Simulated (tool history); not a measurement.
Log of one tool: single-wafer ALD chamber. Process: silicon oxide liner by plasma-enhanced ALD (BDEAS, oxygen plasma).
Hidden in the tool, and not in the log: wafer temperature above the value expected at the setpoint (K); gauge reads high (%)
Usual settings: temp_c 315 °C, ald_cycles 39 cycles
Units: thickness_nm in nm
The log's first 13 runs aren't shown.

run    hour  temp_c  ald_cycles  wafers since the last listed run  hours since the last thermocouple change  hours since the gauge calibration  read-back reference wafer on the same gauge, thickness_nm  thickness_nm
 14  1097.5     315          39                               570                                    1052.2                             1085.5                                                      3.311         3.392
 15  1147.3     315          39                               293                                      1102                             1135.3                                                      3.311         3.384
 16  1193.7     315          39                               273                                    1148.4                             1181.7                                                      3.311         3.386
 17  1298.4     315          39                               617                                    1253.1                             1286.4                                                      3.313          3.39
 18  1377.5     315          39                               466                                    1332.2                             1365.5                                                      3.311         3.398
 19  1448.8     315          39                               420                                    1403.5                             1436.8                                                      3.308         3.381
 20  1541.2     315          39                               544                                    1495.9                             1529.2                                                      3.316         3.384
 21  1625.9     323          32                               499                                    1580.6                             1613.9                                                      3.308         2.732
 22  1683.9     320          39                               341                                    1638.6                             1671.9                                                      3.312         3.353
 23  1779.3     329          41                               562                                      1734                             1767.3                                                      3.306         3.472
 24  1860.7     315          39                               479                                    1815.4                             1848.7                                                      3.311         3.387
 25  1915.9     305          42                               325                                    1870.6                             1903.9                                                      3.309         3.702
 26  2018.4     306          46                               604                                    1973.1                             2006.4                                                       3.31         4.061
     2185.3  -- thermocouple changed; heater temperature recalibrated
     2325.7  -- gauge calibrated
 27  2338.4     315          39                              1839                                     153.1                               12.7                                                      3.308          3.39

The next listed run, before its measurement:
 28  2430.8     315          39                               544                                     245.5                              105.1                                                          ?             ?

Run 28 gave read-back reference wafer on the same gauge, thickness_nm 3.307, thickness_nm 3.388 nm.
Without the tool's hidden state the same run would have given thickness_nm 3.388 nm.
